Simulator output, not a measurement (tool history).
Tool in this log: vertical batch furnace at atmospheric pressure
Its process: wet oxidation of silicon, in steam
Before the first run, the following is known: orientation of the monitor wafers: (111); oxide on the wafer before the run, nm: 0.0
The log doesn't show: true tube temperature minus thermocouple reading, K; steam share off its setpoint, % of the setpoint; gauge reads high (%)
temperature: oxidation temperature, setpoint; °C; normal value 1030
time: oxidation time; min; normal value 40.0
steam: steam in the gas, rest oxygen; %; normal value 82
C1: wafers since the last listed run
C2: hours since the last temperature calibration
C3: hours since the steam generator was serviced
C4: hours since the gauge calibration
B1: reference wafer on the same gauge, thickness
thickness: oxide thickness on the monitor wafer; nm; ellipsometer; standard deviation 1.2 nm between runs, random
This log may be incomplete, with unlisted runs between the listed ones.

run 1 hour=0.0 | temperature=1030 time=40.0 steam=82 | C1=0 C2=664.6 C3=1214.4 C4=1153.7 | B1=376.24 | thickness=418.26
run 2 hour=75.7 | temperature=1030 time=48.0 steam=82 | C1=1343 C2=740.3 C3=1290.1 C4=1229.4 | B1=375.72 | thickness=467.45
run 3 hour=270.1 | temperature=1030 time=48.0 steam=82 | C1=3451 C2=934.7 C3=1484.5 C4=1423.8 | B1=376.08 | thickness=468.00
run 4 hour=332.1 | temperature=1030 time=48.0 steam=82 | C1=1100 C2=996.7 C3=1546.5 C4=1485.8 | B1=375.86 | thickness=466.03
run 5 hour=377.9 | temperature=1030 time=40.0 steam=82 | C1=813 C2=1042.5 C3=1592.3 C4=1531.6 | B1=376.34 | thickness=421.06
run 6 hour=437.1 | temperature=1030 time=51.0 steam=82 | C1=1050 C2=1101.7 C3=1651.5 C4=1590.8 | B1=376.14 | thickness=484.73
run 7 hour=492.1 | temperature=1030 time=28.0 steam=82 | C1=976 C2=1156.7 C3=1706.5 C4=1645.8 | B1=375.39 | thickness=337.10
run 8 hour=555.6 | temperature=1030 time=28.0 steam=82 | C1=1127 C2=1220.2 C3=1770.0 C4=1709.3 | B1=375.60 | thickness=336.95
run 9 hour=630.8 | temperature=1030 time=28.0 steam=82 | C1=1335 C2=1295.4 C3=1845.2 C4=1784.5 | B1=376.15 | thickness=338.28
-- hour=639.2 gauge calibrated
run 10 hour=690.8 | temperature=1030 time=40.0 steam=82 | C1=1065 C2=1355.4 C3=1905.2 C4=51.6 | B1=375.41 | thickness=418.74
run 11 hour=791.7 | temperature=1030 time=40.0 steam=78 | C1=1791 C2=1456.3 C3=2006.1 C4=152.5 | B1=375.59 | thickness=406.67
run 12 hour=867.1 | temperature=1030 time=40.0 steam=78 | C1=1338 C2=1531.7 C3=2081.5 C4=227.9 | B1=376.08 | thickness=406.07
run 13 hour=932.9 | temperature=1030 time=40.0 steam=82 | C1=1168 C2=1597.5 C3=2147.3 C4=293.7 | B1=376.45 | thickness=418.64
run 14 hour=990.1 | temperature=1039 time=40.0 steam=82 | C1=1015 C2=1654.7 C3=2204.5 C4=350.9 | B1=375.86 | thickness=436.55
run 15 hour=1049.0 | temperature=1039 time=40.0 steam=82 | C1=1045 C2=1713.6 C3=2263.4 C4=409.8 | B1=376.23 | thickness=438.57
run 16 hour=1133.4 | temperature=1018 time=40.0 steam=82 | C1=1498 C2=1798.0 C3=2347.8 C4=494.2 | B1=375.59 | thickness=394.01
-- hour=1181.8 thermocouples replaced and temperature profile calibrated
run 17 hour=1202.0 | temperature=1030 time=52.0 steam=82 | C1=791 C2=20.2 C3=2416.4 C4=562.8 | B1=375.89 | thickness=477.44
run 18 hour=1277.7 | temperature=1030 time=47.5 steam=82 | C1=1343 C2=95.9 C3=2492.1 C4=638.5 | B1=376.15 | thickness=453.81
run 19 hour=1351.7 | temperature=1042 time=52.0 steam=91 | C1=1313 C2=169.9 C3=2566.1 C4=712.5 | B1=376.31 | thickness=541.22
run 20 hour=1450.5 | temperature=1008 time=58.0 steam=91 | C1=1754 C2=268.7 C3=2664.9 C4=811.3 | B1=375.77 | thickness=487.74
run 21 hour=1495.4 | temperature=1030 time=40.0 steam=82 | C1=797 C2=313.6 C3=2709.8 C4=856.2 | B1=376.27 | thickness=411.15
run 22 hour=1586.9 | temperature=1030 time=40.0 steam=82 | C1=1624 C2=405.1 C3=2801.3 C4=947.7 | B1=375.94 | thickness=412.81
run 23 hour=1641.1 | temperature=1030 time=20.5 steam=82 | C1=962 C2=459.3 C3=2855.5 C4=1001.9 | B1=375.62 | thickness=271.45
run 24 hour=1710.6 | temperature=1024 time=40.0 steam=82 | C1=1233 C2=528.8 C3=2925.0 C4=1071.4 | B1=375.46 | thickness=399.82
run 25 hour=1773.2 | temperature=1030 time=40.0 steam=82 | C1=1111 C2=591.4 C3=2987.6 C4=1134.0 | B1=376.24 | thickness=412.79
run 26 hour=1839.6 | temperature=1013 time=51.0 steam=82 | C1=1178 C2=657.8 C3=3054.0 C4=1200.4 | B1=376.14 | thickness=436.66
-- hour=1933.8 steam generator serviced
run 27 hour=1949.6 | temperature=1018 time=46.5 steam=93 | C1=1526 C2=767.8 C3=15.8 C4=1310.4 | B1=375.84 | thickness=469.56
run 28 hour=2017.5 | temperature=1042 time=25.0 steam=85 | C1=1205 C2=835.7 C3=83.7 C4=1378.3 | B1=376.25 | thickness=346.13
run 29 hour=2065.6 | temperature=1054 time=46.0 steam=75 | C1=853 C2=883.8 C3=131.8 C4=1426.4 | B1=376.17 | thickness=488.01
run 30 hour=2146.3 | temperature=1048 time=20.0 steam=74 | C1=1432 C2=964.5 C3=212.5 C4=1507.1 | B1=375.53 | thickness=288.41
run 31 hour=2215.4 | temperature=1030 time=40.0 steam=82 | C1=1226 C2=1033.6 C3=281.6 C4=1576.2 | B1=376.04 | thickness=423.13
run 32 hour=2309.8 | temperature=1030 time=40.0 steam=82 | C1=1675 C2=1128.0 C3=376.0 C4=1670.6 | B1=375.63 | thickness=422.76
-- hour=2390.9 gauge calibrated
run 33 hour=2391.5 | temperature=1030 time=50.5 steam=82 | C1=1450 C2=1209.7 C3=457.7 C4=0.6 | B1=375.90 | thickness=486.44
run 34 hour=2447.5 | temperature=1007 time=40.0 steam=82 | C1=994 C2=1265.7 C3=513.7 C4=56.6 | B1=375.76 | thickness=372.29
run 35 hour=2487.8 | temperature=1030 time=47.0 steam=76 | C1=715 C2=1306.0 C3=554.0 C4=96.9 | B1=376.30 | thickness=444.79
run 36 hour=2589.2 | temperature=1030 time=56.0 steam=82 | C1=1800 C2=1407.4 C3=655.4 C4=198.3 | B1=375.47 | thickness=518.35
run 37 hour=2679.4 | temperature=1030 time=33.0 steam=76 | C1=1601 C2=1497.6 C3=745.6 C4=288.5 | B1=376.23 | thickness=360.61

What the log doesn't show, run by run:
gauge reads high (%): 0 at every run
H1: true tube temperature minus thermocouple reading, K
H2: steam share off its setpoint, % of the setpoint
run=1 H1=3.44 H2=-1.44
run=2 H1=3.65 H2=-1.53
run=3 H1=4.08 H2=-1.74
run=4 H1=4.19 H2=-1.81
run=5 H1=4.27 H2=-1.86
run=6 H1=4.36 H2=-1.92
run=7 H1=4.44 H2=-1.98
run=8 H1=4.52 H2=-2.05
run=9 H1=4.61 H2=-2.14
run=10 H1=4.67 H2=-2.2
run=11 H1=4.76 H2=-2.31
run=12 H1=4.82 H2=-2.39
run=13 H1=4.87 H2=-2.47
run=14 H1=4.9 H2=-2.53
run=15 H1=4.94 H2=-2.59
run=16 H1=4.98 H2=-2.69
run=17 H1=0.48 H2=-2.76
run=18 H1=1.05 H2=-2.84
run=19 H1=1.55 H2=-2.93
run=20 H1=2.12 H2=-3.03
run=21 H1=2.36 H2=-3.08
run=22 H1=2.79 H2=-3.18
run=23 H1=3.02 H2=-3.24
run=24 H1=3.28 H2=-3.32
run=25 H1=3.5 H2=-3.39
run=26 H1=3.7 H2=-3.46
run=27 H1=4 H2=-0.0626
run=28 H1=4.16 H2=-0.137
run=29 H1=4.26 H2=-0.19
run=30 H1=4.42 H2=-0.278
run=31 H1=4.54 H2=-0.354
run=32 H1=4.68 H2=-0.457
run=33 H1=4.79 H2=-0.547
run=34 H1=4.85 H2=-0.608
run=35 H1=4.9 H2=-0.653
run=36 H1=5 H2=-0.764
run=37 H1=5.08 H2=-0.863
